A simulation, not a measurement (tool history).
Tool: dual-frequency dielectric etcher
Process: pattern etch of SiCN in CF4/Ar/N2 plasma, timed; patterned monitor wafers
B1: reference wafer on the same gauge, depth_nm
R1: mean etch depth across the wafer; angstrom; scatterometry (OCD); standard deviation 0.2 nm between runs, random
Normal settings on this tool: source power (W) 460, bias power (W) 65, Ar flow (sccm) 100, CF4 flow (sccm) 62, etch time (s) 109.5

Run 1, hour 0: usual settings but bias power (W) 54; B1 94.1. Result: R1 840 angstrom.
Run 2, hour 35.2: usual settings; B1 94. Result: R1 867 angstrom.
Run 3, hour 119: usual settings but bias power (W) 54; B1 93.9. Result: R1 834 angstrom.
Run 4, hour 147.2: usual settings; B1 94. Result: R1 874 angstrom.
Run 5, hour 163.8: usual settings; B1 94. Result: R1 873 angstrom.
Run 6, hour 198.4: usual settings; B1 94. Result: R1 871 angstrom.
Run 7, hour 213.2: usual settings but source power (W) 380, CF4 flow (sccm) 49, etch time (s) 94.5; B1 94. Result: R1 665 angstrom.
Run 8, hour 248: usual settings; B1 94. Result: R1 872 angstrom.
Run 9, hour 280.9: usual settings but source power (W) 350, bias power (W) 70, Ar flow (sccm) 115, CF4 flow (sccm) 69; B1 93.9. Result: R1 774 angstrom.
Run 10, hour 296.7: usual settings but CF4 flow (sccm) 49, etch time (s) 96.5; B1 94.1. Result: R1 745 angstrom.
Run 11, hour 310.2: usual settings but bias power (W) 56, CF4 flow (sccm) 55, etch time (s) 132.5; B1 93.9. Result: R1 1008 angstrom.

Predict the results of run 12:
Run 12, hour 331: usual settings but bias power (W) 80, Ar flow (sccm) 83, etch time (s) 122.5; B1 ?. Result: R1 ?.

{"run 12": {"B1": 93.9, "R1": 1050}}
Were there no unlogged condition in the tool, this run, its random variation unchanged, would have produced R1 1046 angstrom.
